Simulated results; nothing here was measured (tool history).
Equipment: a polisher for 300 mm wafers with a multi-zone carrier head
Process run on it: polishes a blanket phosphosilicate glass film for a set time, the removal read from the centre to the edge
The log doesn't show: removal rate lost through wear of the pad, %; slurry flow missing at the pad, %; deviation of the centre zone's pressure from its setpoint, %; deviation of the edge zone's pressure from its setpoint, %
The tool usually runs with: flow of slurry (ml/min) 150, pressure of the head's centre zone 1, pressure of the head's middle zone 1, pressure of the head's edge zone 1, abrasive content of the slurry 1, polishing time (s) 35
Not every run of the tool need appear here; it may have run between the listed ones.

run    hour  flow of slurry (ml/min)  pressure of the head's centre zone  pressure of the head's middle zone  pressure of the head's edge zone  abrasive content of the slurry  polishing time (s)  wafers since the last listed run  wafers polished on this pad  hours since the slurry nozzle was cleaned  hours since the centre zone pressure was calibrated  hours since the edge zone pressure was calibrated  hours since the carrier head's membrane was replaced  incoming thickness of the incoming film, nm  film removed at the wafer's centre (nm)  film removed at mid-radius (nm)  film removed at the wafer's edge (nm)
  1       0                      150                                   1                                   1                                 1                               1                  35                                 0                          221                                      584.1                                                585.1                                              371.2                                                 410.1                                       3737.6                                    271.6                              278                                  274.4
        8.2  -- slurry nozzle cleaned
  2   105.7                      150                                   1                                   1                                 1                            0.85                  35                               740                          962                                       97.5                                                690.8                                              476.9                                                 515.8                                       3655.1                                    247.4                            235.8                                  233.8
  3   172.5                      150                                   1                                   1                                 1                            0.85                  35                               472                         1434                                      164.3                                                757.6                                              543.7                                                 582.6                                       3676.7                                    246.5                            236.9                                  235.2
  4   268.7                      150                                   1                                   1                                 1                            0.85                  35                               680                         2115                                      260.5                                                853.8                                              639.9                                                 678.8                                       3691.7                                    249.2                            233.4                                    235
      405.2  -- worn pad replaced by a new one
  5   514.9                      150                                   1                                   1                                 1                               1                  32                              1713                          776                                      506.7                                                 1100                                              886.1                                                   925                                       3674.5                                    271.4                            250.7                                  251.9
  6     584                      150                                   1                                   1                                 1                               1                  32                               488                         1264                                      575.8                                               1169.1                                              955.2                                                 994.1                                       3736.8                                    274.7                            248.4                                  251.5
        589  -- centre zone pressure recalibrated
      705.3  -- slurry nozzle cleaned
      861.8  -- worn pad replaced by a new one
  7   903.7                      150                                   1                                   1                                 1                               1                  32                              2212                          296                                      198.4                                                314.7                                             1274.9                                                1313.8                                       3708.4                                    244.6                            249.6                                  252.8
  8   974.5                      175                                   1                                   1                                 1                               1                  35                               500                          797                                      269.2                                                385.5                                             1345.7                                                1384.6                                         3746                                    270.8                            281.3                                    284
  9  1010.7                      175                                   1                                   1                                 1                               1                  35                               256                         1053                                      305.4                                                421.7                                             1381.9                                                1420.8                                       3697.6                                    278.7                            278.8                                  281.2
 10  1110.9                      150                                   1                                   1                                 1                               1                  35                               708                         1762                                      405.6                                                521.9                                             1482.1                                                  1521                                       3646.1                                    273.8                            273.5                                  278.2
     1142.2  -- edge zone pressure recalibrated
 11  1197.7                      150                                   1                                   1                                 1                               1                  35                               599                         2362                                      492.4                                                608.7                                               55.5                                                1607.8                                       3677.7                                    275.7                            270.1                                  278.2
       1222  -- worn pad replaced by a new one
     1230.8  -- carrier head's membrane replaced by a new one
 12  1237.3                      150                                0.89                                   1                              0.93                            0.85                  29                               216                           72                                        532                                                648.3                                               95.1                                                   6.5                                       3697.7                                    174.3                            198.7                                  190.1
 13  1297.3                      150                                   1                                 1.1                                 1                               1                  35                               424                          497                                        592                                                708.3                                              155.1                                                  66.5                                       3639.6                                    274.9                            299.1                                  275.4
     1335.8  -- slurry nozzle cleaned
 14  1369.4                      150                                   1                                   1                                 1                               1                  35                               502                         1000                                       33.6                                                780.4                                              227.2                                                 138.6                                       3715.1                                    281.8                            273.3                                  272.7
 15  1407.3                      150                                1.07                                   1                              1.08                               1                  35                               268                         1268                                       71.5                                                818.3                                              265.1                                                 176.5                                       3764.6                                      301                            267.4                                  282.8
 16  1464.6                      120                                1.06                                1.08                                 1                               1                  35                               405                         1673                                      128.8                                                875.6                                              322.4                                                 233.8                                         3702                                    288.9                            282.8                                  264.5
 17  1566.2                      150                                   1                                   1                                 1                            0.75                  35                               718                         2392                                      230.4                                                977.2                                                424                                                 335.4                                       3737.9                                    215.9                            207.6                                  203.2
 18  1660.4                      150                                   1                                   1                                 1                               1                  35                               666                         3058                                      324.6                                               1071.4                                              518.2                                                 429.6                                       3756.7                                      299                              273                                  269.5
     1666.9  -- worn pad replaced by a new one
 19  1766.2                      150                                   1                                   1                                 1                               1                  35                               720                          702                                      430.4                                               1177.2                                                624                                                 535.4                                       3701.4                                    293.5                            265.8                                  274.3
     1838.9  -- centre zone pressure recalibrated
 20  1863.2                      150                                   1                                   1                                 1                               1                  23                               672                         1374                                      527.4                                                 24.3                                                721                                                 632.4                                       3770.7                                    171.8                            174.8                                  178.7
 21  1920.4                      150                                   1                                 0.9                              1.07                             1.2                  35                               404                         1779                                      584.6                                                 81.5                                              778.2                                                 689.6                                       3701.7                                    303.1                            278.9                                  320.6

How the hidden state differs across the entries between the runs, from the last listed run before each to the first after it:
After run 1, before run 2: slurry nozzle cleaned (hour 8.2)
  deviation of the centre zone's pressure from its setpoint, %: 4.18 -> 5.35
  measured less the result without the state, film removed at the wafer's centre (nm): +11 -> +12.6
After run 4, before run 5: worn pad replaced by a new one (hour 405.2)
  deviation of the centre zone's pressure from its setpoint, %: 7.51 -> 11.7
  measured less the result without the state, film removed at the wafer's centre (nm): +17.5 -> +28.6
After run 6, before run 7: centre zone pressure recalibrated (hour 589); slurry nozzle cleaned (hour 705.3); worn pad replaced by a new one (hour 861.8)
  deviation of the centre zone's pressure from its setpoint, %: 13 -> -0.0604
  measured less the result without the state, film removed at the wafer's centre (nm): +31.9 -> -0.2
After run 10, before run 11: edge zone pressure recalibrated (hour 1142.2)
  deviation of the centre zone's pressure from its setpoint, %: 1.43 -> 2.28
  measured less the result without the state, film removed at the wafer's centre (nm): +3.9 -> +6.2
After run 11, before run 12: worn pad replaced by a new one (hour 1222); carrier head's membrane replaced by a new one (hour 1230.8)
  deviation of the centre zone's pressure from its setpoint, %: 2.28 -> 2.71
  measured less the result without the state, film removed at the wafer's centre (nm): +6.2 -> +4.7
After run 13, before run 14: slurry nozzle cleaned (hour 1335.8)
  deviation of the centre zone's pressure from its setpoint, %: 3.41 -> 4.33
  measured less the result without the state, film removed at the wafer's centre (nm): +9.1 -> +11.8
After run 18, before run 19: worn pad replaced by a new one (hour 1666.9)
  deviation of the centre zone's pressure from its setpoint, %: 8.97 -> 11
  measured less the result without the state, film removed at the wafer's centre (nm): +24.8 -> +29.4
After run 19, before run 20: centre zone pressure recalibrated (hour 1838.9)
  deviation of the centre zone's pressure from its setpoint, %: 11 -> -0.659
  measured less the result without the state, film removed at the wafer's centre (nm): +29.4 -> -1.2
